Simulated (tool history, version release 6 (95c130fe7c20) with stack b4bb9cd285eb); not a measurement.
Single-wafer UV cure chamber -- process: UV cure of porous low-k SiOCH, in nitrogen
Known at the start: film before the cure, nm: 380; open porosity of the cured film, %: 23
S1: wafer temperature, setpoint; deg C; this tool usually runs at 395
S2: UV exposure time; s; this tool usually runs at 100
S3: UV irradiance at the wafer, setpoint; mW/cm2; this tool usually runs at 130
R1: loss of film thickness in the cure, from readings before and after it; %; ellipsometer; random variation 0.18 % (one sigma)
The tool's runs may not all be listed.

run 1 hour=0.0 | S1=385 S2=100 S3=130 | R1=7.938
run 2 hour=54.7 | S1=385 S2=100 S3=130 | R1=7.890
run 3 hour=110.4 | S1=395 S2=100 S3=130 | R1=7.899
run 4 hour=177.7 | S1=389 S2=140 S3=130 | R1=9.174
run 5 hour=237.8 | S1=389 S2=140 S3=130 | R1=9.450
-- hour=262.3 quartz window cleaned
run 6 hour=267.2 | S1=401 S2=100 S3=130 | R1=7.965
run 7 hour=302.5 | S1=395 S2=100 S3=130 | R1=7.883
run 8 hour=356.6 | S1=395 S2=100 S3=130 | R1=7.966
run 9 hour=425.6 | S1=400 S2=100 S3=130 | R1=8.271
-- hour=472.9 UV bulbs replaced
run 10 hour=492.3 | S1=395 S2=100 S3=118 | R1=9.274
run 11 hour=631.6 | S1=395 S2=60 S3=130 | R1=7.121
-- hour=670.8 quartz window cleaned
run 12 hour=686.9 | S1=385 S2=100 S3=130 | R1=9.104
run 13 hour=737.7 | S1=395 S2=100 S3=130 | R1=9.217
run 14 hour=769.6 | S1=395 S2=160 S3=130 | R1=11.500
run 15 hour=827.7 | S1=382 S2=55 S3=130 | R1=6.105
run 16 hour=859.0 | S1=395 S2=100 S3=130 | R1=9.095
run 17 hour=929.9 | S1=395 S2=150 S3=113 | R1=9.987
run 18 hour=970.9 | S1=395 S2=75 S3=130 | R1=7.602

Below, some changes in R1 between adjacent runs. For each, the amount present without the hidden state too (settings, incoming material, random variation) and the amount remaining for the hidden state with gauge scatter not shared by both compared results:
Hidden conditions of the tool in this case: lamp output below its setpoint, %; transmission lost against a clean window, %.
Run 9 -> 10: S1 400 -> 395, S3 130 -> 118, UV bulbs replaced. R1 +1.003 %: hidden state +1.855, all else -0.852.
Run 14 -> 15: S1 395 -> 382, S2 160 -> 55. R1 -5.395 %: hidden state +0.049, all else -5.444.

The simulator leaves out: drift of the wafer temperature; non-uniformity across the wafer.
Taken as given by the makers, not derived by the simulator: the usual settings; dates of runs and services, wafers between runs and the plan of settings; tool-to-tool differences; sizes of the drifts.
